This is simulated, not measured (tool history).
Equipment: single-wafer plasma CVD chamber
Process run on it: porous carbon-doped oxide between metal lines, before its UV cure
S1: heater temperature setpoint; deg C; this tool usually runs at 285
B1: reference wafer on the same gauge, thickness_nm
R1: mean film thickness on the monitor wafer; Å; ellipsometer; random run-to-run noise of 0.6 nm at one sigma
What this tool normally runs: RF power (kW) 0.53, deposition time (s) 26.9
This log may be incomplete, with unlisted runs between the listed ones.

Run 1, hour 0: usual settings; B1 127.009. Result: R1 1559.53 Å.
Run 2, hour 58.3: usual settings; B1 126.963. Result: R1 1563.39 Å.
Run 3, hour 105.1: usual settings; B1 127.023. Result: R1 1556.29 Å.
Run 4, hour 157.4: usual settings; B1 126.977. Result: R1 1563.77 Å.
Run 5, hour 249.8: usual settings; B1 126.976. Result: R1 1554.14 Å.
Run 6, hour 351.6: usual settings; B1 127.069. Result: R1 1557.95 Å.
Run 7, hour 437.6: usual settings; B1 126.978. Result: R1 1555.27 Å.
Run 8, hour 527.9: usual settings; B1 127.093. Result: R1 1555.52 Å.
Run 9, hour 586.7: usual settings; B1 126.928. Result: R1 1551.54 Å.
Run 10, hour 624.1: usual settings; B1 126.974. Result: R1 1551.81 Å.
At hour 634.9: RF generator calibrated.
Run 11, hour 708.5: usual settings; B1 127.104. Result: R1 1589.52 Å.
At hour 748.1: thermocouple changed; heater temperature recalibrated.
Run 12, hour 765: usual settings but deposition time (s) 24.4; B1 126.959. Result: R1 1412.47 Å.
Run 13, hour 812.8: usual settings but deposition time (s) 24.4; B1 127.001. Result: R1 1403.95 Å.
Run 14, hour 864.3: usual settings; B1 126.849. Result: R1 1550.06 Å.
Run 15, hour 928.1: usual settings; B1 127.087. Result: R1 1535.22 Å.
Run 16, hour 1000.4: usual settings; B1 126.956. Result: R1 1536.31 Å.
Run 17, hour 1102.3: usual settings but S1 290 deg C, RF power (kW) 0.575, deposition time (s) 25; B1 127.103. Result: R1 1446.89 Å.
At hour 1151.2: showerhead replaced.
Run 18, hour 1174.1: usual settings but S1 298 deg C; B1 127.045. Result: R1 1405.2 Å.
Run 19, hour 1261.3: usual settings but S1 291 deg C, deposition time (s) 24.5; B1 126.949. Result: R1 1336.98 Å.
At hour 1309.3: gauge calibrated.
Run 20, hour 1309.3: usual settings but S1 292 deg C, deposition time (s) 21.5; B1 127.037. Result: R1 1169.12 Å.
Run 21, hour 1400.7: usual settings; B1 127.05. Result: R1 1512.38 Å.
At hour 1487.4: RF generator calibrated.
Run 22, hour 1507.3: usual settings but S1 280 deg C, deposition time (s) 23.4; B1 127.139. Result: R1 1406.16 Å.
Run 23, hour 1614.7: usual settings but S1 274 deg C, RF power (kW) 0.47, deposition time (s) 21.7; B1 126.891. Result: R1 1270.97 Å.
Run 24, hour 1712: usual settings but S1 298 deg C, deposition time (s) 22.1; B1 127.086. Result: R1 1174.91 Å.
Run 25, hour 1754.1: usual settings but deposition time (s) 24.4; B1 127.043. Result: R1 1411.33 Å.
Run 26, hour 1810.4: usual settings but S1 291 deg C, deposition time (s) 30.8; B1 127.004. Result: R1 1695.6 Å.
Run 27, hour 1855.9: usual settings but S1 290 deg C, RF power (kW) 0.455, deposition time (s) 29.4; B1 126.94. Result: R1 1496.37 Å.
Run 28, hour 1932.3: usual settings but S1 291 deg C, deposition time (s) 30.8; B1 126.994. Result: R1 1693.36 Å.
Run 29, hour 2022.5: usual settings but S1 274 deg C, deposition time (s) 24.7; B1 126.903. Result: R1 1548.89 Å.

For each run, the measured value with the value that run would have given without the tool's hidden condition subtracted. The run-to-run variation is shared by both, the gauge scatter possibly not:
Hidden state at play: wafer temperature above the value expected at the setpoint (K); delivered RF power above the setpoint (%); gauge reads high (%).
run      R1
  1   +4.81
  2   +4.87
  3   +4.65
  4    +4.2
  5   +2.68
  6   +0.03
  7   -3.03
  8   -7.09
  9  -10.18
 10  -12.36
 11  +42.37
 12  -12.42
 13  -13.08
 14  -15.56
 15  -17.14
 16   -19.6
 17  -21.93
 18  -24.78
 19  -28.32
 20  -27.21
 21  -42.09
 22   -2.04
 23   -1.22
 24   -1.39
 25   -1.95
 26   -3.37
 27   -3.96
 28   -6.54
 29   -8.29

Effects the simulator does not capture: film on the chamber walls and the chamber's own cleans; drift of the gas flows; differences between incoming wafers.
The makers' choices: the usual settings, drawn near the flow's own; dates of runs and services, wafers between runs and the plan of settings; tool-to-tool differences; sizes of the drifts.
